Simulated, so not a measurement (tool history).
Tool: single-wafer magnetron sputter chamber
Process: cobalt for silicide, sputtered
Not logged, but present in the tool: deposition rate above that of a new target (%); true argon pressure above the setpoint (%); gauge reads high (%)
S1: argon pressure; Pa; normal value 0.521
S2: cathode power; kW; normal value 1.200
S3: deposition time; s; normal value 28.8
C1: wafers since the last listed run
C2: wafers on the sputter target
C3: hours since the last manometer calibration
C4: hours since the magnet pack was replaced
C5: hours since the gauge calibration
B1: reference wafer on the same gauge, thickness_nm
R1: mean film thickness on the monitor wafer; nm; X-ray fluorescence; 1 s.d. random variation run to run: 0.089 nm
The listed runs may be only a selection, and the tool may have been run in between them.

run 1 day=0.000 | S1=0.521 S2=1.400 S3=28.8 | C1=0 C2=1519 C3=1800.4 C4=10324.2 C5=540.5 | B1=16.675 | R1=20.213
run 2 day=1.771 | S1=0.521 S2=1.400 S3=28.8 | C1=1391 C2=2911 C3=1842.9 C4=10366.7 C5=583.0 | B1=16.724 | R1=20.262
run 3 day=2.492 | S1=0.521 S2=1.400 S3=28.8 | C1=566 C2=3477 C3=1860.2 C4=10384.0 C5=600.3 | B1=16.708 | R1=20.472
run 4 day=3.212 | S1=0.521 S2=1.200 S3=28.8 | C1=566 C2=4044 C3=1877.5 C4=10401.3 C5=617.6 | B1=16.699 | R1=17.647
-- day=4.483 sputter target and shields replaced
run 5 day=4.571 | S1=0.521 S2=1.200 S3=28.8 | C1=805 C2=69 C3=1910.1 C4=10433.9 C5=650.2 | B1=16.711 | R1=17.669
run 6 day=5.333 | S1=0.521 S2=1.200 S3=28.8 | C1=599 C2=669 C3=1928.4 C4=10452.2 C5=668.5 | B1=16.717 | R1=17.574
run 7 day=6.442 | S1=0.521 S2=1.200 S3=28.8 | C1=871 C2=1540 C3=1955.0 C4=10478.8 C5=695.1 | B1=16.682 | R1=17.699
run 8 day=7.467 | S1=0.521 S2=1.200 S3=28.8 | C1=805 C2=2345 C3=1979.6 C4=10503.4 C5=719.7 | B1=16.715 | R1=17.506
run 9 day=9.100 | S1=0.521 S2=1.200 S3=28.8 | C1=1283 C2=3629 C3=2018.8 C4=10542.6 C5=758.9 | B1=16.718 | R1=17.501
run 10 day=10.358 | S1=0.521 S2=1.200 S3=28.8 | C1=988 C2=4618 C3=2049.0 C4=10572.8 C5=789.1 | B1=16.690 | R1=17.624
-- day=11.062 sputter target and shields replaced
run 11 day=11.421 | S1=0.521 S2=1.200 S3=28.8 | C1=573 C2=280 C3=2074.5 C4=10598.3 C5=814.6 | B1=16.722 | R1=17.493
run 12 day=12.838 | S1=0.521 S2=1.200 S3=28.8 | C1=1113 C2=1393 C3=2108.5 C4=10632.3 C5=848.6 | B1=16.689 | R1=17.660
run 13 day=14.012 | S1=0.521 S2=1.200 S3=28.8 | C1=923 C2=2317 C3=2136.7 C4=10660.5 C5=876.8 | B1=16.702 | R1=17.614
run 14 day=15.321 | S1=0.521 S2=1.200 S3=25.5 | C1=1028 C2=3345 C3=2168.1 C4=10691.9 C5=908.2 | B1=16.715 | R1=15.560
run 15 day=16.617 | S1=0.603 S2=1.050 S3=28.8 | C1=1018 C2=4363 C3=2199.2 C4=10723.0 C5=939.3 | B1=16.714 | R1=15.245
-- day=18.112 sputter target and shields replaced
-- day=18.221 magnet pack replaced
run 16 day=18.242 | S1=0.345 S2=1.050 S3=33.8 | C1=927 C2=15 C3=2238.2 C4=0.5 C5=978.3 | B1=16.696 | R1=19.368
-- day=18.358 gauge calibrated
run 17 day=19.046 | S1=0.521 S2=1.200 S3=23.1 | C1=631 C2=647 C3=2257.5 C4=19.8 C5=16.5 | B1=16.670 | R1=14.132
run 18 day=20.021 | S1=0.467 S2=1.200 S3=28.8 | C1=766 C2=1413 C3=2280.9 C4=43.2 C5=39.9 | B1=16.698 | R1=17.853
-- day=20.900 capacitance manometer re-zeroed and calibrated
run 19 day=21.254 | S1=0.521 S2=1.200 S3=28.8 | C1=707 C2=2121 C3=8.5 C4=72.8 C5=69.5 | B1=16.705 | R1=17.573
run 20 day=21.942 | S1=0.673 S2=1.200 S3=28.8 | C1=540 C2=2661 C3=25.0 C4=89.3 C5=86.0 | B1=16.719 | R1=16.878
run 21 day=23.358 | S1=0.405 S2=1.200 S3=30.7 | C1=1113 C2=3774 C3=59.0 C4=123.3 C5=120.0 | B1=16.697 | R1=19.512
-- day=24.938 sputter target and shields replaced
run 22 day=24.958 | S1=0.340 S2=1.450 S3=31.9 | C1=995 C2=15 C3=97.4 C4=161.7 C5=158.4 | B1=16.668 | R1=24.486
run 23 day=28.783 | S1=0.521 S2=1.200 S3=28.8 | C1=3006 C2=3021 C3=189.2 C4=253.5 C5=250.2 | B1=16.698 | R1=17.603
run 24 day=29.596 | S1=0.431 S2=1.100 S3=31.4 | C1=638 C2=3660 C3=208.7 C4=273.0 C5=269.7 | B1=16.684 | R1=18.248

What will run 25 give?
run 25 day=31.021 | S1=0.314 S2=1.000 S3=30.6 | C1=1119 C2=4780 C3=242.9 C4=307.2 C5=303.9 | B1=? | R1=?

{"run 25": {"B1": 16.679, "R1": 16.807}}
The same run, on a tool lacking any hidden state, would have yielded R1 16.807 nm.

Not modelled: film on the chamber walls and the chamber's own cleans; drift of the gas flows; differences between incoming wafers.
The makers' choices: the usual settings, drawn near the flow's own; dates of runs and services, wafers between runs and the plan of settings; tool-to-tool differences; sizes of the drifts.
